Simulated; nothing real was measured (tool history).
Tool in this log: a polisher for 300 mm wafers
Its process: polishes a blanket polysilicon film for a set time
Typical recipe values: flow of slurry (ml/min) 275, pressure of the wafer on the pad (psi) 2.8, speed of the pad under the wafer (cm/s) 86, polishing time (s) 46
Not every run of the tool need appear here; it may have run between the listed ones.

run   hour  flow of slurry (ml/min)  pressure of the wafer on the pad (psi)  speed of the pad under the wafer (cm/s)  polishing time (s)  wafers since the last listed run  wafers polished on this pad  hours since the slurry nozzle was cleaned  hours since the head pressure was calibrated  incoming thickness of the incoming film, nm  film removed (nm)
  1      0                      350                                     2.8                                       86                  46                                 0                          429                                      525.9                                        1040.4                                        907.7              266.4
  2   42.3                      350                                     2.8                                       86                  46                               402                          832                                      568.2                                        1082.7                                        917.3              263.1
  3   53.1                      350                                     2.8                                       86                  46                               102                          935                                        579                                        1093.5                                        906.2              257.4
  4   68.8                      275                                     2.8                                       86                  46                               149                         1084                                      594.7                                        1109.2                                        923.8              238.3
      88.5  -- worn pad replaced by a new one
  5     89                      275                                     2.8                                       86                  46                               154                            4                                      614.9                                        1129.4                                          938              225.9
      91.4  -- slurry nozzle cleaned
  6  101.2                      275                                     2.8                                       86                  46                               106                          111                                        9.8                                        1141.6                                        919.3              224.2
  7  115.6                      275                                     2.8                                       86                  46                               137                          248                                       24.2                                          1156                                        936.4              225.2
  8  128.8                      275                                     2.8                                       86                  46                               125                          374                                       37.4                                        1169.2                                        913.7              223.2
     136.8  -- worn pad replaced by a new one, repeated, since the last time left the tool worse
  9  137.6                      195                                     2.8                                       74                  59                                45                            8                                       46.2                                          1178                                        923.1              281.6
     140.4  -- head pressure recalibrated
 10  148.3                      315                                     3.3                                      108                  54                                82                           90                                       56.9                                           7.9                                        927.3              456.4
 11  154.4                      245                                     2.8                                       76                  46                                58                          148                                         63                                            14                                          931              229.4

The next listed run, before its measurement:
 12   163                      365                                     3.3                                       86                  50                                81                          230                                       71.6                                          22.6                                        926.1                  ?

Run 12 produced film removed (nm) 340.9.
Minus the tool's unlogged condition, the same run would have read film removed (nm) 343.7.
